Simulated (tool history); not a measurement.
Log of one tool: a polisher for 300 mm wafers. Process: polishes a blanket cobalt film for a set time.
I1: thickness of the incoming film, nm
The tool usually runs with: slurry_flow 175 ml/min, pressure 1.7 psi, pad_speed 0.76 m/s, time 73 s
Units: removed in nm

{"run": 1, "hour": 0.0, "slurry_flow": 175, "pressure": 1.7, "pad_speed": 0.76, "time": 73, "I1": 1416.8, "removed": 276.3}
{"run": 2, "hour": 170.1, "slurry_flow": 175, "pressure": 1.7, "pad_speed": 0.76, "time": 83, "I1": 1419.8, "removed": 313.1}
{"hour": 205.6, "done": "worn pad replaced by a new one"}
{"run": 3, "hour": 210.8, "slurry_flow": 175, "pressure": 1.7, "pad_speed": 0.86, "time": 73, "I1": 1430.1, "removed": 300}
{"run": 4, "hour": 267.0, "slurry_flow": 175, "pressure": 1.7, "pad_speed": 0.76, "time": 73, "I1": 1414.3, "removed": 258}
{"hour": 296.5, "done": "slurry nozzle cleaned"}
{"hour": 314.4, "done": "head pressure recalibrated"}
{"run": 5, "hour": 324.5, "slurry_flow": 175, "pressure": 1.7, "pad_speed": 0.76, "time": 73, "I1": 1414.7, "removed": 276.7}
{"run": 6, "hour": 425.6, "slurry_flow": 175, "pressure": 1.7, "pad_speed": 0.76, "time": 73, "I1": 1417.9, "removed": 276.6}
{"run": 7, "hour": 494.4, "slurry_flow": 175, "pressure": 1.7, "pad_speed": 0.76, "time": 73, "I1": 1416.1, "removed": 276.1}
{"run": 8, "hour": 597.9, "slurry_flow": 175, "pressure": 1.7, "pad_speed": 0.76, "time": 73, "I1": 1423.4, "removed": 268.8}
{"hour": 616.5, "done": "worn pad replaced by a new one"}
{"hour": 664.3, "done": "slurry nozzle cleaned"}
{"run": 9, "hour": 696.8, "slurry_flow": 175, "pressure": 1.7, "pad_speed": 0.76, "time": 73, "I1": 1408.7, "removed": 278.3}
{"run": 10, "hour": 800.5, "slurry_flow": 175, "pressure": 1.7, "pad_speed": 0.62, "time": 73, "I1": 1411.9, "removed": 230.2}
{"hour": 971.3, "done": "worn pad replaced by a new one"}
{"run": 11, "hour": 1007.8, "slurry_flow": 175, "pressure": 1.7, "pad_speed": 0.76, "time": 73, "I1": 1429.5, "removed": 257.8}
{"run": 12, "hour": 1077.8, "slurry_flow": 175, "pressure": 1.7, "pad_speed": 0.76, "time": 73, "I1": 1431.3, "removed": 243.3}
{"hour": 1079.7, "done": "slurry nozzle cleaned"}
{"run": 13, "hour": 1182.5, "slurry_flow": 215, "pressure": 1.7, "pad_speed": 0.76, "time": 80, "I1": 1400, "removed": 310.3}
{"run": 14, "hour": 1225.5, "slurry_flow": 225, "pressure": 2.3, "pad_speed": 0.68, "time": 94, "I1": 1405.5, "removed": 438.3}
{"run": 15, "hour": 1294.4, "slurry_flow": 175, "pressure": 1.7, "pad_speed": 0.76, "time": 73, "I1": 1409.5, "removed": 268.1}
{"hour": 1363.0, "done": "worn pad replaced by a new one"}
{"hour": 1432.6, "done": "head pressure recalibrated"}
{"hour": 1472.0, "done": "slurry nozzle cleaned"}
{"run": 16, "hour": 1497.6, "slurry_flow": 155, "pressure": 1.3, "pad_speed": 0.76, "time": 66, "I1": 1394.3, "removed": 194.8}

What does the tool deliver on the next run?
{"run": 17, "hour": 1536.3, "slurry_flow": 175, "pressure": 1.7, "pad_speed": 0.58, "time": 73, "I1": 1401.7, "removed": "?"}

Run 17 measured removed 218.1 nm.
If the tool had no hidden condition, the same run with the same run-to-run variation would have returned removed 220 nm.
